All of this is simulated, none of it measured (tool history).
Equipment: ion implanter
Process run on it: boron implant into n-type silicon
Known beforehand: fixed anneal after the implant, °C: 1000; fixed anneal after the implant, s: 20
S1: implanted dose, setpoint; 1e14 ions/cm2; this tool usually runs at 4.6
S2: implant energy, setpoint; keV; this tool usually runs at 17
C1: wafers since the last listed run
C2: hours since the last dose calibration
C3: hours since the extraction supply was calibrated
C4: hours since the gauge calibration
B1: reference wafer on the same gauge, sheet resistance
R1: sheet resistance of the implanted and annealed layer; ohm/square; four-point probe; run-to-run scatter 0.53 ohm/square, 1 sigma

run 1 hour=0 | S1=4.6 S2=15.5 | C1=0 C2=160 C3=3302.3 C4=1027.7 | B1=203.87 | R1=228.15
-- hour=110 gauge calibrated
run 2 hour=127.4 | S1=4.6 S2=15.5 | C1=2164 C2=287.4 C3=3429.7 C4=17.4 | B1=204.14 | R1=228.79
run 3 hour=177.2 | S1=4.6 S2=17 | C1=845 C2=337.2 C3=3479.5 C4=67.2 | B1=203.89 | R1=227.65
run 4 hour=247.8 | S1=4.6 S2=17 | C1=1199 C2=407.8 C3=3550.1 C4=137.8 | B1=204.03 | R1=227.19
run 5 hour=298.3 | S1=4.6 S2=17 | C1=857 C2=458.3 C3=3600.6 C4=188.3 | B1=203.89 | R1=227.86
run 6 hour=355.9 | S1=4.6 S2=17 | C1=978 C2=515.9 C3=3658.2 C4=245.9 | B1=203.94 | R1=227.86
run 7 hour=426.5 | S1=4.6 S2=17 | C1=1199 C2=586.5 C3=3728.8 C4=316.5 | B1=203.78 | R1=228.78
run 8 hour=492.4 | S1=4.6 S2=17 | C1=1119 C2=652.4 C3=3794.7 C4=382.4 | B1=204.09 | R1=228.43
run 9 hour=581.6 | S1=4.18 S2=17 | C1=1515 C2=741.6 C3=3883.9 C4=471.6 | B1=204 | R1=247.81
run 10 hour=617.9 | S1=4.18 S2=17 | C1=616 C2=777.9 C3=3920.2 C4=507.9 | B1=204.11 | R1=248.21
run 11 hour=676.3 | S1=4.6 S2=17 | C1=992 C2=836.3 C3=3978.6 C4=566.3 | B1=203.8 | R1=230.76
-- hour=700.9 Faraday cup replaced and dose calibrated
run 12 hour=719.5 | S1=4.6 S2=17 | C1=597 C2=18.6 C3=4021.8 C4=609.5 | B1=204.09 | R1=225.15
run 13 hour=765.5 | S1=4.6 S2=17 | C1=781 C2=64.6 C3=4067.8 C4=655.5 | B1=203.67 | R1=226.77
run 14 hour=791.6 | S1=4.6 S2=17 | C1=443 C2=90.7 C3=4093.9 C4=681.6 | B1=204.1 | R1=226.64
run 15 hour=857.9 | S1=4.6 S2=17 | C1=1126 C2=157 C3=4160.2 C4=747.9 | B1=203.77 | R1=226.74
run 16 hour=895.3 | S1=4.6 S2=17 | C1=635 C2=194.4 C3=4197.6 C4=785.3 | B1=204.05 | R1=227.87
run 17 hour=920 | S1=3.73 S2=14 | C1=419 C2=219.1 C3=4222.3 C4=810 | B1=204.19 | R1=275.01
run 18 hour=970 | S1=3.29 S2=15 | C1=849 C2=269.1 C3=4272.3 C4=860 | B1=204.06 | R1=301.12
run 19 hour=1028.7 | S1=3.58 S2=17 | C1=997 C2=327.8 C3=4331 C4=918.7 | B1=204.05 | R1=278.75
run 20 hour=1086.1 | S1=4.08 S2=12.5 | C1=975 C2=385.2 C3=4388.4 C4=976.1 | B1=204.21 | R1=258.3
run 21 hour=1124 | S1=4.03 S2=19 | C1=643 C2=423.1 C3=4426.3 C4=1014 | B1=203.85 | R1=250.76
run 22 hour=1167.5 | S1=5.71 S2=17 | C1=738 C2=466.6 C3=4469.8 C4=1057.5 | B1=203.93 | R1=191.65
run 23 hour=1212.7 | S1=4.6 S2=14 | C1=767 C2=511.8 C3=4515 C4=1102.7 | B1=203.83 | R1=232.8
run 24 hour=1271.7 | S1=3.96 S2=21.5 | C1=1002 C2=570.8 C3=4574 C4=1161.7 | B1=203.95 | R1=252.49
run 25 hour=1304 | S1=4.6 S2=17 | C1=548 C2=603.1 C3=4606.3 C4=1194 | B1=203.85 | R1=228.46
run 26 hour=1374.7 | S1=4.6 S2=22 | C1=1200 C2=673.8 C3=4677 C4=1264.7 | B1=203.96 | R1=224.02
-- hour=1394.1 extraction supply calibrated
run 27 hour=1417.9 | S1=4.6 S2=17 | C1=597 C2=717 C3=23.8 C4=1307.9 | B1=204.08 | R1=229.25
-- hour=1434.3 gauge calibrated
run 28 hour=1485 | S1=5.92 S2=13.5 | C1=1139 C2=784.1 C3=90.9 C4=50.7 | B1=203.97 | R1=189.55
run 29 hour=1531.5 | S1=5.2 S2=14 | C1=789 C2=830.6 C3=137.4 C4=97.2 | B1=204.02 | R1=210.67
-- hour=1545.1 Faraday cup replaced and dose calibrated
run 30 hour=1569.4 | S1=4.6 S2=17 | C1=507 C2=24.3 C3=175.3 C4=135.1 | B1=204.1 | R1=226.21
run 31 hour=1641 | S1=4.1 S2=23 | C1=1216 C2=95.9 C3=246.9 C4=206.7 | B1=203.85 | R1=241.71
run 32 hour=1689.4 | S1=4.6 S2=17 | C1=822 C2=144.3 C3=295.3 C4=255.1 | B1=204.1 | R1=226.83
run 33 hour=1745.9 | S1=4.6 S2=17 | C1=959 C2=200.8 C3=351.8 C4=311.6 | B1=204.11 | R1=228.3
run 34 hour=1813.1 | S1=4.6 S2=11.5 | C1=1141 C2=268 C3=419 C4=378.8 | B1=203.99 | R1=235.32
run 35 hour=1866.6 | S1=3.38 S2=17 | C1=908 C2=321.5 C3=472.5 C4=432.3 | B1=204.04 | R1=290.01
run 36 hour=1915.1 | S1=3.8 S2=15.5 | C1=823 C2=370 C3=521 C4=480.8 | B1=203.86 | R1=267.74

Below are 5 alternative next runs, each starting from the tool's condition after run 36. Predict each:
run A hour=1915.5 | S1=3.93 S2=17 | C1=6 C2=370.4 C3=521.4 C4=481.2 | B1=? | R1=?
run B hour=1915.5 | S1=5.27 S2=14.5 | C1=6 C2=370.4 C3=521.4 C4=481.2 | B1=? | R1=?
run C hour=1915.5 | S1=4.6 S2=18.5 | C1=6 C2=370.4 C3=521.4 C4=481.2 | B1=? | R1=?
run D hour=1915.5 | S1=4.25 S2=13 | C1=6 C2=370.4 C3=521.4 C4=481.2 | B1=? | R1=?
run E hour=1915.5 | S1=4 S2=12.5 | C1=6 C2=370.4 C3=521.4 C4=481.2 | B1=? | R1=?

run=A B1=203.87 R1=258.61
run=B B1=203.87 R1=206.48
run=C B1=203.87 R1=226.21
run=D B1=203.87 R1=248.47
run=E B1=203.87 R1=262.09
Without the tool's hidden state the same runs would have given:
run=A R1=256.93
run=B R1=205.1
run=C R1=224.73
run=D R1=246.81
run=E R1=260.33
